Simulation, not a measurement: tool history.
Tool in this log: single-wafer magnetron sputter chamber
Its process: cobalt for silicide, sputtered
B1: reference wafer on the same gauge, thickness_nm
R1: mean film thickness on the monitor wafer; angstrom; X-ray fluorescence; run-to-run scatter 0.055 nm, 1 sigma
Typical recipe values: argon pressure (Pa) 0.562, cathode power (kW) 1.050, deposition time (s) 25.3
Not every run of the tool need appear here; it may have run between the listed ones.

run 1 hour=0.0 | argon_pressure_(Pa)=0.562 cathode_power_(kW)=1.050 deposition_time_(s)=25.3 | B1=9.897 | R1=116.02
run 2 hour=47.3 | argon_pressure_(Pa)=0.562 cathode_power_(kW)=1.050 deposition_time_(s)=25.3 | B1=9.903 | R1=115.79
-- hour=105.1 sputter target and shields replaced
run 3 hour=110.4 | argon_pressure_(Pa)=0.562 cathode_power_(kW)=1.050 deposition_time_(s)=25.3 | B1=9.896 | R1=118.96
run 4 hour=182.3 | argon_pressure_(Pa)=0.562 cathode_power_(kW)=1.050 deposition_time_(s)=25.3 | B1=9.910 | R1=117.77
run 5 hour=250.9 | argon_pressure_(Pa)=0.562 cathode_power_(kW)=1.050 deposition_time_(s)=25.3 | B1=9.900 | R1=116.63
run 6 hour=275.4 | argon_pressure_(Pa)=0.562 cathode_power_(kW)=1.050 deposition_time_(s)=25.3 | B1=9.901 | R1=116.32
-- hour=321.0 sputter target and shields replaced
run 7 hour=321.5 | argon_pressure_(Pa)=0.478 cathode_power_(kW)=1.150 deposition_time_(s)=25.3 | B1=9.901 | R1=130.42
-- hour=365.4 gauge calibrated
run 8 hour=388.0 | argon_pressure_(Pa)=0.562 cathode_power_(kW)=1.050 deposition_time_(s)=23.5 | B1=9.895 | R1=109.57
run 9 hour=427.6 | argon_pressure_(Pa)=0.562 cathode_power_(kW)=1.050 deposition_time_(s)=25.3 | B1=9.904 | R1=116.47
run 10 hour=487.7 | argon_pressure_(Pa)=0.562 cathode_power_(kW)=1.050 deposition_time_(s)=25.3 | B1=9.892 | R1=116.65
-- hour=517.6 sputter target and shields replaced
run 11 hour=518.1 | argon_pressure_(Pa)=0.562 cathode_power_(kW)=1.050 deposition_time_(s)=25.3 | B1=9.897 | R1=118.94
-- hour=553.5 magnet pack replaced
run 12 hour=570.1 | argon_pressure_(Pa)=0.562 cathode_power_(kW)=1.050 deposition_time_(s)=25.3 | B1=9.902 | R1=117.87
-- hour=604.2 capacitance manometer re-zeroed and calibrated
run 13 hour=609.9 | argon_pressure_(Pa)=0.562 cathode_power_(kW)=0.950 deposition_time_(s)=25.3 | B1=9.899 | R1=109.83
run 14 hour=665.4 | argon_pressure_(Pa)=0.562 cathode_power_(kW)=1.050 deposition_time_(s)=25.3 | B1=9.892 | R1=115.83
run 15 hour=704.4 | argon_pressure_(Pa)=0.758 cathode_power_(kW)=1.000 deposition_time_(s)=28.3 | B1=9.895 | R1=118.34
-- hour=762.3 sputter target and shields replaced
run 16 hour=762.8 | argon_pressure_(Pa)=0.450 cathode_power_(kW)=0.850 deposition_time_(s)=21.2 | B1=9.895 | R1=89.27
run 17 hour=783.2 | argon_pressure_(Pa)=0.701 cathode_power_(kW)=0.900 deposition_time_(s)=21.0 | B1=9.898 | R1=84.78
run 18 hour=888.9 | argon_pressure_(Pa)=0.756 cathode_power_(kW)=0.900 deposition_time_(s)=29.7 | B1=9.900 | R1=117.27
-- hour=959.4 sputter target and shields replaced
run 19 hour=959.9 | argon_pressure_(Pa)=0.698 cathode_power_(kW)=1.250 deposition_time_(s)=22.3 | B1=9.901 | R1=115.69
run 20 hour=1005.5 | argon_pressure_(Pa)=0.709 cathode_power_(kW)=0.800 deposition_time_(s)=20.7 | B1=9.895 | R1=77.14
run 21 hour=1050.1 | argon_pressure_(Pa)=0.562 cathode_power_(kW)=1.050 deposition_time_(s)=25.3 | B1=9.892 | R1=118.32
run 22 hour=1099.0 | argon_pressure_(Pa)=0.503 cathode_power_(kW)=1.250 deposition_time_(s)=26.6 | B1=9.902 | R1=142.47

Alternative continuations, all from the tool just after run 22; predict every row:
run A hour=1099.4 | argon_pressure_(Pa)=0.562 cathode_power_(kW)=1.050 deposition_time_(s)=22.7 | B1=? | R1=?
run B hour=1099.4 | argon_pressure_(Pa)=0.562 cathode_power_(kW)=1.300 deposition_time_(s)=23.7 | B1=? | R1=?
run C hour=1099.4 | argon_pressure_(Pa)=0.562 cathode_power_(kW)=0.850 deposition_time_(s)=25.3 | B1=? | R1=?

run=A B1=9.902 R1=104.91
run=B B1=9.902 R1=128.41
run=C B1=9.902 R1=100.80
With the hidden condition removed and each run's random variation left untouched, the same runs would have given:
run=A R1=106.98
run=B R1=130.94
run=C R1=102.79

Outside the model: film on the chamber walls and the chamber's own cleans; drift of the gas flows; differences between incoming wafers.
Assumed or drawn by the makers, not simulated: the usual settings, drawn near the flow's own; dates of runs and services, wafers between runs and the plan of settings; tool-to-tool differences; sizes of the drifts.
